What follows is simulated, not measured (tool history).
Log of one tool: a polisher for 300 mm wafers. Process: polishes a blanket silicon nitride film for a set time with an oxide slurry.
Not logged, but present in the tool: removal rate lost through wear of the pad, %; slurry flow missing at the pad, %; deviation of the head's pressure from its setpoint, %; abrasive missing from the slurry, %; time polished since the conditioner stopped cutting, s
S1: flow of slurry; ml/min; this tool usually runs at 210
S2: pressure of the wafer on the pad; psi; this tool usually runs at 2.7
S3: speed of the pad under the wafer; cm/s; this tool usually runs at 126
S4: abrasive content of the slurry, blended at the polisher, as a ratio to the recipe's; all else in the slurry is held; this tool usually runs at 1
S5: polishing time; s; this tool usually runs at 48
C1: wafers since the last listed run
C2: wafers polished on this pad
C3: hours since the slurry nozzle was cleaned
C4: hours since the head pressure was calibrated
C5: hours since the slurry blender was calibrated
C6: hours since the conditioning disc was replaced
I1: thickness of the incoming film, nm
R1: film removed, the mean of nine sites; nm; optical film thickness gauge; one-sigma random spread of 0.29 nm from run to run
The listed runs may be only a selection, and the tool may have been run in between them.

run 1 hour=0 | S1=210 S2=3 S3=148 S4=1 S5=48 | C1=0 C2=1295 C3=339 C4=352.2 C5=177 C6=237.2 | I1=501.9 | R1=39.2
-- hour=72.6 conditioning disc replaced and pad reconditioned
-- hour=121 slurry blender recalibrated
run 2 hour=177.5 | S1=210 S2=3 S3=148 S4=1 S5=48 | C1=1276 C2=2571 C3=516.5 C4=529.7 C5=56.5 C6=104.9 | I1=491.6 | R1=40
-- hour=196.9 worn pad replaced by a new one
run 3 hour=221.4 | S1=210 S2=3 S3=148 S4=1 S5=48 | C1=293 C2=179 C3=560.4 C4=573.6 C5=100.4 C6=148.8 | I1=500.5 | R1=39.9
run 4 hour=269.5 | S1=210 S2=2.7 S3=126 S4=1 S5=48 | C1=353 C2=533 C3=608.5 C4=621.7 C5=148.5 C6=196.9 | I1=506.4 | R1=32
run 5 hour=331.7 | S1=210 S2=2.7 S3=126 S4=1 S5=48 | C1=457 C2=991 C3=670.7 C4=683.9 C5=210.7 C6=259.1 | I1=500.9 | R1=32.3
-- hour=368.8 conditioning disc replaced and pad reconditioned
-- hour=428.5 slurry blender recalibrated
-- hour=515.8 slurry nozzle cleaned
-- hour=548.2 worn pad replaced by a new one
run 6 hour=551 | S1=210 S2=2.7 S3=126 S4=1 S5=48 | C1=1546 C2=20 C3=35.2 C4=903.2 C5=122.5 C6=182.2 | I1=504.4 | R1=35.5
-- hour=569.7 head pressure recalibrated
run 7 hour=606.1 | S1=210 S2=2.7 S3=126 S4=1 S5=48 | C1=390 C2=411 C3=90.3 C4=36.4 C5=177.6 C6=237.3 | I1=495.7 | R1=32.6
run 8 hour=654.5 | S1=210 S2=2.7 S3=126 S4=1 S5=48 | C1=355 C2=767 C3=138.7 C4=84.8 C5=226 C6=285.7 | I1=500.1 | R1=32.9
-- hour=735 conditioning disc replaced and pad reconditioned
-- hour=774.2 slurry blender recalibrated
-- hour=925.6 worn pad replaced by a new one
run 9 hour=928.5 | S1=210 S2=2.7 S3=126 S4=1 S5=48 | C1=1956 C2=20 C3=412.7 C4=358.8 C5=154.3 C6=193.5 | I1=488.7 | R1=32.7
run 10 hour=975.1 | S1=260 S2=2.7 S3=108 S4=1 S5=60 | C1=342 C2=363 C3=459.3 C4=405.4 C5=200.9 C6=240.1 | I1=494.7 | R1=37.2
-- hour=1078.9 slurry blender recalibrated
run 11 hour=1079.8 | S1=210 S2=2.7 S3=158 S4=1 S5=34 | C1=755 C2=1119 C3=564 C4=510.1 C5=0.9 C6=344.8 | I1=504.4 | R1=28
-- hour=1104.6 conditioning disc replaced and pad reconditioned
run 12 hour=1134.5 | S1=210 S2=2.7 S3=126 S4=1 S5=48 | C1=387 C2=1506 C3=618.7 C4=564.8 C5=55.6 C6=29.9 | I1=500.5 | R1=33.1
run 13 hour=1213.2 | S1=165 S2=2 S3=126 S4=1.15 S5=57 | C1=578 C2=2085 C3=697.4 C4=643.5 C5=134.3 C6=108.6 | I1=501.1 | R1=33.3
-- hour=1233.1 worn pad replaced by a new one
run 14 hour=1249.5 | S1=210 S2=2.7 S3=96 S4=1.1 S5=48 | C1=237 C2=120 C3=733.7 C4=679.8 C5=170.6 C6=144.9 | I1=507.9 | R1=28.1
run 15 hour=1305.9 | S1=210 S2=2.7 S3=158 S4=1 S5=31 | C1=414 C2=535 C3=790.1 C4=736.2 C5=227 C6=201.3 | I1=498.5 | R1=26.4
-- hour=1335.7 head pressure recalibrated
run 16 hour=1378.9 | S1=210 S2=3.5 S3=108 S4=1.2 S5=35 | C1=522 C2=1057 C3=863.1 C4=43.2 C5=300 C6=274.3 | I1=504.3 | R1=25.8
-- hour=1381.1 slurry nozzle cleaned
-- hour=1401.4 slurry blender recalibrated
run 17 hour=1454.2 | S1=140 S2=2.7 S3=86 S4=0.8 S5=48 | C1=531 C2=1589 C3=73.1 C4=118.5 C5=52.8 C6=349.6 | I1=502.3 | R1=20.7
-- hour=1483.4 conditioning disc replaced and pad reconditioned
run 18 hour=1549.5 | S1=210 S2=2.7 S3=126 S4=1 S5=58 | C1=686 C2=2275 C3=168.4 C4=213.8 C5=148.1 C6=66.1 | I1=493.5 | R1=40.5
-- hour=1574 worn pad replaced by a new one
run 19 hour=1655.9 | S1=210 S2=2.7 S3=126 S4=1 S5=48 | C1=753 C2=602 C3=274.8 C4=320.2 C5=254.5 C6=172.5 | I1=501 | R1=33.2

State the hidden condition of the tool at each of the runs:
removal rate lost through wear of the pad, %: 0 across all the runs
abrasive missing from the slurry, %: 0 across all the runs
time polished since the conditioner stopped cutting, s: 0 across all the runs
H1: slurry flow missing at the pad, %
H2: deviation of the head's pressure from its setpoint, %
run=1 H1=14.9 H2=0.0617
run=2 H1=20 H2=2.39
run=3 H1=21.2 H2=3.11
run=4 H1=22.6 H2=3.97
run=5 H1=24.4 H2=5.18
run=6 H1=1.46 H2=10.4
run=7 H1=3.05 H2=0.0232
run=8 H1=4.44 H2=0.11
run=9 H1=12.3 H2=1.92
run=10 H1=13.7 H2=2.45
run=11 H1=16.7 H2=3.88
run=12 H1=18.3 H2=4.75
run=13 H1=20.5 H2=6.17
run=14 H1=21.6 H2=6.88
run=15 H1=23.2 H2=8.07
run=16 H1=25.3 H2=0.664
run=17 H1=2.88 H2=0.845
run=18 H1=5.63 H2=1.32
run=19 H1=8.69 H2=2.16
